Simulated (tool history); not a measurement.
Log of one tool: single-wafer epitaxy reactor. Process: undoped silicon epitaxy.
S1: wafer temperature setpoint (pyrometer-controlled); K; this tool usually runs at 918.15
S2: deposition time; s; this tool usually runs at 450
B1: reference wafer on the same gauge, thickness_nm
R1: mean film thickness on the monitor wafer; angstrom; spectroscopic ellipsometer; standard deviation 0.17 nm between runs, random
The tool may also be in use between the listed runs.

run,hour,S1,S2,B1,R1
1,0.0,918.15,450,75.880,718.75
2,66.7,918.15,450,75.888,717.01
3,163.0,918.15,450,75.907,719.11
4,243.5,918.15,450,75.866,718.71
5,495.6,918.15,450,75.912,718.74
6,596.4,918.15,450,75.893,719.60
7,663.4,908.15,450,75.888,559.91
8,720.6,908.15,450,75.919,558.51
9,824.5,918.15,496,75.892,794.46
10,909.6,918.15,450,75.864,722.40
11,1008.7,918.15,450,75.900,722.29
12,1106.4,906.15,450,75.957,532.37
13,1202.0,906.15,450,75.902,535.84
14,1304.2,906.15,450,75.898,533.31
15,1384.9,918.15,423,75.930,684.71
16,1492.2,918.15,423,75.936,681.64
17,1574.1,918.15,423,75.891,681.30
18,1615.3,918.15,450,75.926,727.61
19,1713.4,923.15,450,75.924,824.86
# hour 1871.9: pyrometer calibrated
20,1904.9,923.15,450,75.919,814.87
21,1970.3,923.15,450,75.896,816.05
22,2058.2,918.15,450,75.875,721.22

Run 23 is up next; what results do you expect?
23,2153.6,912.15,382,?,?

{"run 23": {"B1": 75.867, "R1": 523.08}}
Take away the tool's hidden state, keep the run-to-run variation as it was, and the same run would have given R1 521.70 angstrom.
